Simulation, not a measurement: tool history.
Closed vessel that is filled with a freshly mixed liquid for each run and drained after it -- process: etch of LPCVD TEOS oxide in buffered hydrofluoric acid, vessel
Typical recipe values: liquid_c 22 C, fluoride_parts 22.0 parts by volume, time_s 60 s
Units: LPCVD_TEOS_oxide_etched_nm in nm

| run | hour | liquid_c | fluoride_parts | time_s | read-back film thickness of the LPCVD TEOS oxide reference wafer, read on the same gauge (nm) | LPCVD_TEOS_oxide_etched_nm |
|---|---|---|---|---|---|---|
| 1 | 0.0 | 22 | 22.0 | 60 | 100.00 | 70.14 |
| 2 | 9.6 | 22 | 22.0 | 60 | 100.00 | 70.37 |
| 3 | 40.3 | 22 | 22.0 | 60 | 100.01 | 70.79 |
| 4 | 47.1 | 22 | 22.0 | 60 | 99.99 | 70.22 |
| 5 | 53.5 | 22 | 22.0 | 60 | 100.00 | 70.48 |
| 6 | 63.3 | 22 | 22.0 | 45 | 99.99 | 52.82 |
| 7 | 72.1 | 22 | 22.0 | 45 | 99.99 | 53.00 |
| 8 | 86.0 | 22 | 22.0 | 45 | 100.00 | 53.12 |
| 9 | 99.4 | 22 | 20.0 | 60 | 100.01 | 78.48 |
|  | 110.6 | hydrofluoric acid flow meter replaced |
| 10 | 113.4 | 22 | 22.0 | 35 | 100.00 | 38.03 |
| 11 | 123.6 | 22 | 22.0 | 35 | 100.01 | 37.91 |
|  | 127.8 | gauge calibrated |
| 12 | 132.5 | 22 | 22.0 | 35 | 100.00 | 38.11 |
| 13 | 146.9 | 22 | 22.0 | 50 | 99.99 | 54.46 |
| 14 | 153.9 | 23 | 22.0 | 60 | 100.03 | 69.29 |
| 15 | 168.5 | 22 | 22.0 | 60 | 100.02 | 65.26 |
| 16 | 180.2 | 22 | 22.0 | 60 | 99.96 | 65.28 |
|  | 191.3 | thermometer replaced |
| 17 | 192.9 | 24 | 22.0 | 60 | 99.99 | 64.01 |
| 18 | 207.4 | 22 | 22.0 | 45 | 100.02 | 42.70 |
| 19 | 224.8 | 22 | 29.5 | 50 | 100.00 | 39.12 |
| 20 | 234.9 | 24 | 16.0 | 85 | 99.99 | 120.87 |
| 21 | 245.3 | 22 | 22.0 | 60 | 100.00 | 57.23 |
| 22 | 251.4 | 27 | 22.0 | 30 | 100.00 | 37.59 |

Predict the results of run 23:
| 23 | 263.3 | 22 | 19.0 | 60 | ? | ? |

{"run 23": {"read-back film thickness of the LPCVD TEOS oxide reference wafer, read on the same gauge (nm)": 99.98, "LPCVD_TEOS_oxide_etched_nm": 64.86}}
If the tool had no hidden condition, the same run with the same run-to-run variation would have returned LPCVD_TEOS_oxide_etched_nm 63.26 nm.

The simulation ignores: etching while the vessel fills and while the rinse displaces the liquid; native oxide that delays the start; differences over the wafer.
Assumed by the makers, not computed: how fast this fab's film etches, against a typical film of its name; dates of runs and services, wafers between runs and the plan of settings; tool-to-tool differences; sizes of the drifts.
